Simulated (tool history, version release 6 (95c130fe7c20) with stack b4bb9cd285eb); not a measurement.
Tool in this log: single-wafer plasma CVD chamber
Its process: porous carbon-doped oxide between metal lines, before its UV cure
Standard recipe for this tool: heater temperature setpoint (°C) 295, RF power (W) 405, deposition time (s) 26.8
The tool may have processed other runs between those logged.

run	hour	heater temperature setpoint (°C)	RF power (W)	deposition time (s)	read-back reference wafer on the same gauge, thickness_nm	mean film thickness on the monitor wafer (Å)
1	0.0	295	405	26.8	149.801	1455.85
2	24.7	295	405	26.8	149.869	1458.37
3	49.2	295	405	26.8	149.946	1451.87
4	114.3	295	405	28.7	149.931	1550.11
5	159.7	295	405	28.7	150.125	1548.09
6	230.0	295	405	28.7	149.829	1534.52
7	288.8	295	340	26.8	150.041	1204.42
# hour 336.4: RF generator calibrated
8	336.9	295	340	26.8	149.917	1257.19
9	387.8	299	405	26.8	149.863	1454.00
10	417.7	308	405	30.9	149.920	1569.50
# hour 457.2: showerhead replaced
11	480.7	295	405	26.8	149.822	1495.67
# hour 497.3: gauge calibrated
12	514.5	295	405	30.5	149.789	1683.18
13	570.0	295	405	26.8	149.977	1485.83
# hour 616.1: thermocouple changed; heater temperature recalibrated
14	623.7	295	405	26.8	149.911	1419.01
15	688.3	280	405	26.8	150.146	1578.87
16	753.6	295	405	23.6	149.867	1255.72
17	789.3	295	360	31.6	149.919	1482.47
18	849.4	295	470	31.7	149.995	1920.76

Alternative continuations, all from the tool just after run 18; predict every row:
A	849.8	309	405	26.8	?	?
B	849.8	295	360	26.8	?	?
C	849.8	287	405	26.8	?	?

run	read-back reference wafer on the same gauge, thickness_nm	mean film thickness on the monitor wafer (Å)
A	149.737	1305.97
B	149.737	1268.61
C	149.737	1511.49
Without the tool's hidden state the same runs would have given:
run	mean film thickness on the monitor wafer (Å)
A	1324.87
B	1286.70
C	1530.49
